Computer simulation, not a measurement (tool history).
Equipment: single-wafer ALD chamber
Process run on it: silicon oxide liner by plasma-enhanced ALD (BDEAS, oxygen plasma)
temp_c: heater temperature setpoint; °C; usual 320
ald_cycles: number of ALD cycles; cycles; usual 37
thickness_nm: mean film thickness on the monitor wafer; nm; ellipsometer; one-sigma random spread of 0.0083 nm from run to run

run     day  temp_c  ald_cycles  read-back reference wafer on the same gauge, thickness_nm  thickness_nm
  1       0     320          37                                                      3.168         3.374
  2   1.379     320          37                                                      3.171         3.389
  3   2.367     320          37                                                      3.172         3.393
  4   2.917     320          37                                                      3.176         3.383
  5   3.546     320          37                                                      3.175         3.402
  6   5.017     315          42                                                      3.178         3.894
  7   5.879     315          42                                                       3.18         3.872
  8   6.829     315          42                                                      3.182         3.899
  9   7.654     320          32                                                      3.183         2.945
 10   8.688     320          32                                                      3.185          2.93
 11  12.733     320          32                                                       3.19         2.952
 12  14.025     320          41                                                      3.194         3.802
 13  14.688     312          37                                                      3.194         3.461
 14  15.571     320          37                                                      3.197         3.422
 15  17.896     330          37                                                      3.202         3.369
 16  19.146     330          37                                                      3.203         3.361
 17  20.221     330          37                                                      3.206         3.366
 18  20.983     320          37                                                      3.206         3.427
 19   22.35     320          37                                                      3.211         3.435
     23.808  -- thermocouple changed; heater temperature recalibrated
     25.029  -- gauge calibrated
 20  26.842     320          37                                                      3.127         3.329
 21  27.688     320          37                                                      3.129         3.346
 22  28.483     320          37                                                       3.13         3.343
 23  29.354     333          31                                                      3.131         2.747
 24  30.021     328          40                                                      3.133         3.568
 25  30.525     320          37                                                      3.133         3.353
 26  31.675     320          44                                                      3.135         3.976
 27  32.721     305          42                                                      3.138         3.901
 28  33.817     320          32                                                      3.141         2.905
 29  35.588     320          34                                                      3.143         3.091
 30  36.662     333          31                                                      3.144         2.756
 31  37.921     335          37                                                      3.147          3.27
 32  38.925     316          33                                                      3.149         3.027
 33  39.733     320          37                                                       3.15         3.362
 34  41.121     309          43                                                      3.154         3.982
 35  41.746     334          43                                                      3.154         3.822
 36  42.729     333          40                                                      3.154          3.57
 37  46.042     320          37                                                      3.163         3.389
 38  46.546     326          44                                                      3.163         3.984
 39  47.879     329          31                                                      3.163         2.778
 40  49.054     320          37                                                      3.167         3.376
 41  50.262     312          43                                                       3.17         3.988
 42  51.662     320          37                                                      3.172         3.386
 43  52.729     328          32                                                      3.174         2.895
 44   53.45     330          37                                                      3.176         3.342
 45  54.025     320          37                                                      3.176         3.377

What if the next run were any one of these 4? Each begins from the tool's condition after run 45:
  A  54.046     320          33                                                          ?             ?
  B  54.046     327          43                                                          ?             ?
  C  54.046     307          31                                                          ?             ?
  D  54.046     333          37                                                          ?             ?

run  read-back reference wafer on the same gauge, thickness_nm  thickness_nm
  A                                                      3.176         3.026
  B                                                      3.176         3.897
  C                                                      3.176         2.903
  D                                                      3.176          3.32
Without the tool's hidden state the same runs would have given:
run  thickness_nm
  A         2.962
  B         3.816
  C         2.842
  D         3.251
